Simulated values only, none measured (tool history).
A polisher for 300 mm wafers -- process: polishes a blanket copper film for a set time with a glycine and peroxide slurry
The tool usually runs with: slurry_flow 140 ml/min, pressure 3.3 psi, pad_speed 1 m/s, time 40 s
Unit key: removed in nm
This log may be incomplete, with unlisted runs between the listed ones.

run   hour  slurry_flow  pressure  pad_speed  time  wafers since the last listed run  wafers polished on this pad  hours since the slurry nozzle was cleaned  hours since the head pressure was calibrated  incoming thickness of the incoming film, nm  removed
  1      0          140         3          1    50                                 0                          506                                        208                                        1099.8                                       2269.6    305.7
  2   17.4          140       3.3          1    40                               207                          713                                      225.4                                        1117.2                                       2244.1    262.6
  3   30.8          140       3.3          1    40                               159                          873                                      238.8                                        1130.6                                       2205.6    251.4
  4   48.4          140       3.3          1    40                               209                         1083                                      256.4                                        1148.2                                       2202.7    250.9
      70.2  -- worn pad replaced by a new one
  5   72.6          140       3.3          1    40                               240                           28                                      280.6                                        1172.4                                       2197.5      271
  6    106          140       3.3          1    40                               397                          426                                        314                                        1205.8                                         2206      245
  7  121.6          140       3.3          1    40                               185                          611                                      329.6                                        1221.4                                       2212.2    246.4
  8  141.5          140       3.3          1    40                               237                          848                                      349.5                                        1241.3                                       2193.5    239.8
  9  154.7          140       3.3          1    40                               157                         1006                                      362.7                                        1254.5                                       2182.5    232.3

For run 10, what comes out?
     173.3  -- worn pad replaced by a new one
 10  185.3          175       4.4       1.14    29                               316                          143                                      393.3                                        1285.1                                       2172.9        ?

removed: 251.8 nm
The same run, on a tool lacking any hidden state, would have yielded removed 296.4 nm.
